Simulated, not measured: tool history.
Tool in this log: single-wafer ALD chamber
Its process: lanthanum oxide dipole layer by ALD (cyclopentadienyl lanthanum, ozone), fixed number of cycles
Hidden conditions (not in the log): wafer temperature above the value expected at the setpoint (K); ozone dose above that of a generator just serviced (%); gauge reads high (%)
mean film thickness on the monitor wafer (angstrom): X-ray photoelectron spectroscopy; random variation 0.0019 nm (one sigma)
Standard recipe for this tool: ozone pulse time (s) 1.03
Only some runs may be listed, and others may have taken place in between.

| run | day | ozone pulse time (s) | wafers since the last listed run | hours since the last thermocouple change | hours since the last ozone generator service | hours since the showerhead was replaced | hours since the gauge calibration | read-back reference wafer on the same gauge, thickness_nm | mean film thickness on the monitor wafer (angstrom) |
|---|---|---|---|---|---|---|---|---|---|
| 1 | 0 | 1.03 | 0 | 785.2 | 1035.3 | 4799.3 | 491.1 | 0.45 | 4.91 |
| 2 | 0.821 | 1.03 | 289 | 804.9 | 1055 | 4819 | 510.8 | 0.45 | 4.9 |
| 3 | 2.092 | 1.03 | 448 | 835.4 | 1085.5 | 4849.5 | 541.3 | 0.45 | 4.91 |
| 4 | 2.821 | 1.03 | 257 | 852.9 | 1103 | 4867 | 558.8 | 0.45 | 4.9 |
| 5 | 3.35 | 1.03 | 186 | 865.6 | 1115.7 | 4879.7 | 571.5 | 0.45 | 4.88 |
| 6 | 3.854 | 1.03 | 177 | 877.7 | 1127.8 | 4891.8 | 583.6 | 0.45 | 4.89 |
| 7 | 5.229 | 1.03 | 484 | 910.7 | 1160.8 | 4924.8 | 616.6 | 0.45 | 4.87 |
| 8 | 6.404 | 1.03 | 414 | 938.9 | 1189 | 4953 | 644.8 | 0.45 | 4.91 |
| 9 | 7.75 | 1.03 | 474 | 971.2 | 1221.3 | 4985.3 | 677.1 | 0.45 | 4.86 |
| 10 | 9.071 | 1.03 | 465 | 1002.9 | 1253 | 5017 | 708.8 | 0.45 | 4.84 |
|  | 10.304 | thermocouple changed; heater temperature recalibrated |
| 11 | 10.329 | 1.03 | 326 | 0.6 | 1283.2 | 5047.2 | 739 | 0.45 | 4.9 |
| 12 | 11.65 | 1.03 | 465 | 32.3 | 1314.9 | 5078.9 | 770.7 | 0.45 | 4.86 |
|  | 12.496 | showerhead replaced |
| 13 | 12.904 | 1.03 | 324 | 62.4 | 1345 | 9.8 | 800.8 | 0.45 | 4.86 |
| 14 | 13.446 | 1.03 | 191 | 75.4 | 1358 | 22.8 | 813.8 | 0.45 | 4.86 |
| 15 | 14.754 | 0.92 | 461 | 106.8 | 1389.4 | 54.2 | 845.2 | 0.45 | 4.69 |
|  | 14.892 | gauge calibrated |
| 16 | 15.758 | 1.03 | 354 | 130.9 | 1413.5 | 78.3 | 20.8 | 0.45 | 4.83 |
| 17 | 17.146 | 0.9 | 489 | 164.2 | 1446.8 | 111.6 | 54.1 | 0.45 | 4.61 |
| 18 | 18.071 | 0.82 | 326 | 186.4 | 1469 | 133.8 | 76.3 | 0.45 | 4.44 |
| 19 | 18.796 | 1.28 | 255 | 203.8 | 1486.4 | 151.2 | 93.7 | 0.45 | 5.17 |
| 20 | 19.417 | 0.71 | 218 | 218.7 | 1501.3 | 166.1 | 108.6 | 0.45 | 4.17 |
| 21 | 20.517 | 1.34 | 387 | 245.1 | 1527.7 | 192.5 | 135 | 0.45 | 5.22 |
| 22 | 21.262 | 1.38 | 263 | 263 | 1545.6 | 210.4 | 152.9 | 0.45 | 5.21 |
| 23 | 22.338 | 1.17 | 379 | 288.8 | 1571.4 | 236.2 | 178.7 | 0.45 | 5.01 |
| 24 | 23.475 | 0.8 | 401 | 316.1 | 1598.7 | 263.5 | 206 | 0.45 | 4.38 |
| 25 | 24.408 | 1.24 | 329 | 338.5 | 1621.1 | 285.9 | 228.4 | 0.45 | 5.12 |
|  | 25.4 | ozone generator serviced |
| 26 | 25.646 | 1.41 | 318 | 368.2 | 5.9 | 315.6 | 258.1 | 0.45 | 5.46 |
| 27 | 26.583 | 1.35 | 330 | 390.7 | 28.4 | 338.1 | 280.6 | 0.45 | 5.44 |
| 28 | 28.075 | 0.74 | 526 | 426.5 | 64.2 | 373.9 | 316.4 | 0.45 | 4.53 |
| 29 | 29.267 | 1.03 | 420 | 455.1 | 92.8 | 402.5 | 345 | 0.45 | 5.09 |
| 30 | 29.796 | 1.27 | 186 | 467.8 | 105.5 | 415.2 | 357.7 | 0.45 | 5.36 |
| 31 | 30.712 | 1.36 | 323 | 489.8 | 127.5 | 437.2 | 379.7 | 0.45 | 5.44 |
| 32 | 31.258 | 1.22 | 192 | 502.9 | 140.6 | 450.3 | 392.8 | 0.45 | 5.3 |
| 33 | 31.783 | 1.03 | 185 | 515.5 | 153.2 | 462.9 | 405.4 | 0.45 | 5.1 |
| 34 | 32.688 | 0.75 | 318 | 537.2 | 174.9 | 484.6 | 427.1 | 0.45 | 4.54 |
| 35 | 34.183 | 1.35 | 527 | 573.1 | 210.8 | 520.5 | 463 | 0.45 | 5.45 |

Hidden state or all else? Some run-to-run changes of mean film thickness on the monitor wafer (angstrom), split into what the settings, what came in and random variation would give without the hidden state, and what is left for the hidden state (with any gauge scatter that isn't in both results):
Run 19 -> 20: ozone pulse time (s) 1.28 -> 0.71. mean film thickness on the monitor wafer (angstrom) -1: hidden state -0.11, all else -0.89.
Run 20 -> 21: ozone pulse time (s) 0.71 -> 1.34. mean film thickness on the monitor wafer (angstrom) +1.05: hidden state +0.12, all else +0.93.
Run 25 -> 26: ozone pulse time (s) 1.24 -> 1.41, ozone generator serviced. mean film thickness on the monitor wafer (angstrom) +0.34: hidden state +0.24, all else +0.1.
Run 27 -> 28: ozone pulse time (s) 1.35 -> 0.74. mean film thickness on the monitor wafer (angstrom) -0.91: hidden state -0.01, all else -0.9.
